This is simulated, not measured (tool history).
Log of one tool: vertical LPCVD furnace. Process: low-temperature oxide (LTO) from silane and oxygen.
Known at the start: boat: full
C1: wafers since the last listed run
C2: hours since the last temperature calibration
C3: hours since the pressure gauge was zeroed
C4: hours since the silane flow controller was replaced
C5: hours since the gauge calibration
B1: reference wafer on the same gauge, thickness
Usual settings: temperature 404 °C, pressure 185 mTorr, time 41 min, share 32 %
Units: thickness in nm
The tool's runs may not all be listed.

Run 1, hour 0: usual settings; C1 0; C2 1394.1; C3 1290.1; C4 3405.2; C5 313.6; B1 227.94. Result: thickness 229.03 nm.
Run 2, hour 26.1: usual settings; C1 336; C2 1420.2; C3 1316.2; C4 3431.3; C5 339.7; B1 228.11. Result: thickness 228.03 nm.
At hour 32.1: gauge calibrated.
Run 3, hour 49.9: usual settings but temperature 398 °C, time 48.5 min; C1 307; C2 1444; C3 1340; C4 3455.1; C5 17.8; B1 227.81. Result: thickness 252.14 nm.
Run 4, hour 72: usual settings but temperature 398 °C, time 48.5 min; C1 285; C2 1466.1; C3 1362.1; C4 3477.2; C5 39.9; B1 228.22. Result: thickness 251.94 nm.
Run 5, hour 101.7: usual settings but pressure 210 mTorr; C1 383; C2 1495.8; C3 1391.8; C4 3506.9; C5 69.6; B1 228.11. Result: thickness 259.5 nm.
Run 6, hour 115.9: usual settings; C1 183; C2 1510; C3 1406; C4 3521.1; C5 83.8; B1 227.96. Result: thickness 229.6 nm.
Run 7, hour 145.3: usual settings; C1 379; C2 1539.4; C3 1435.4; C4 3550.5; C5 113.2; B1 228.18. Result: thickness 228.91 nm.
Run 8, hour 245.5: usual settings but temperature 396 °C, pressure 200 mTorr; C1 1292; C2 1639.6; C3 1535.6; C4 3650.7; C5 213.4; B1 227.92. Result: thickness 224.51 nm.
At hour 274.3: pressure gauge zeroed.
Run 9, hour 275.8: usual settings but temperature 410 °C; C1 81; C2 1669.9; C3 1.5; C4 3681; C5 243.7; B1 227.89. Result: thickness 256.67 nm.
At hour 306: thermocouples replaced and temperature profile calibrated.
Run 10, hour 310.1: usual settings but temperature 410 °C; C1 132; C2 4.1; C3 35.8; C4 3715.3; C5 278; B1 228.11. Result: thickness 254.13 nm.
Run 11, hour 335.7: usual settings but pressure 205 mTorr, share 34 %; C1 330; C2 29.7; C3 61.4; C4 3740.9; C5 303.6; B1 227.99. Result: thickness 287.26 nm.
Run 12, hour 362.7: usual settings but temperature 397 °C, pressure 170 mTorr, time 30.5 min, share 35 %; C1 348; C2 56.7; C3 88.4; C4 3767.9; C5 330.6; B1 228. Result: thickness 169.77 nm.
At hour 388.7: gauge calibrated.
Run 13, hour 393.5: usual settings but temperature 413 °C, pressure 230 mTorr, time 26.5 min, share 29 %; C1 397; C2 87.5; C3 119.2; C4 3798.7; C5 4.8; B1 228.09. Result: thickness 182.75 nm.
At hour 423.5: silane flow controller replaced.
Run 14, hour 424: usual settings but temperature 410 °C, pressure 165 mTorr, share 29 %; C1 83; C2 118; C3 149.7; C4 0.5; C5 35.3; B1 227.91. Result: thickness 196.17 nm.
Run 15, hour 429.5: usual settings but time 46.5 min, share 26 %; C1 70; C2 123.5; C3 155.2; C4 6; C5 40.8; B1 228.04. Result: thickness 197.1 nm.
Run 16, hour 443.1: usual settings but pressure 210 mTorr, time 46.5 min, share 36 %; C1 175; C2 137.1; C3 168.8; C4 19.6; C5 54.4; B1 228.03. Result: thickness 356.61 nm.
Run 17, hour 460.5: usual settings; C1 224; C2 154.5; C3 186.2; C4 37; C5 71.8; B1 227.93. Result: thickness 236.02 nm.
Run 18, hour 492: usual settings but temperature 398 °C, time 28 min, share 34 %; C1 406; C2 186; C3 217.7; C4 68.5; C5 103.3; B1 228.08. Result: thickness 163.12 nm.
Run 19, hour 526.1: usual settings but temperature 407 °C, time 36.5 min, share 38 %; C1 439; C2 220.1; C3 251.8; C4 102.6; C5 137.4; B1 227.96. Result: thickness 270.81 nm.
Run 20, hour 568.5: usual settings but time 47.5 min; C1 547; C2 262.5; C3 294.2; C4 145; C5 179.8; B1 228.11. Result: thickness 272.06 nm.
Run 21, hour 602.3: usual settings; C1 436; C2 296.3; C3 328; C4 178.8; C5 213.6; B1 228.13. Result: thickness 234.73 nm.
Run 22, hour 633.1: usual settings but time 34 min; C1 397; C2 327.1; C3 358.8; C4 209.6; C5 244.4; B1 227.84. Result: thickness 193.15 nm.
Run 23, hour 659.8: usual settings but temperature 411 °C, time 36 min; C1 344; C2 353.8; C3 385.5; C4 236.3; C5 271.1; B1 227.98. Result: thickness 222.65 nm.

3 ways to go on from here, each from the tool as it stands after run 23. What would each give?
Run A, hour 665.2: usual settings; C1 69; C2 359.2; C3 390.9; C4 241.7; C5 276.5; B1 ?. Result: thickness ?.
Run B, hour 665.2: usual settings but temperature 400 °C, pressure 150 mTorr; C1 69; C2 359.2; C3 390.9; C4 241.7; C5 276.5; B1 ?. Result: thickness ?.
Run C, hour 665.2: usual settings but time 50 min; C1 69; C2 359.2; C3 390.9; C4 241.7; C5 276.5; B1 ?. Result: thickness ?.

run      B1  thickness
  A  228.06     234.68
  B  228.06      180.7
  C  228.06     286.19
Without the tool's hidden state the same runs would have given:
run  thickness
  A      239.8
  B     185.59
  C     292.44
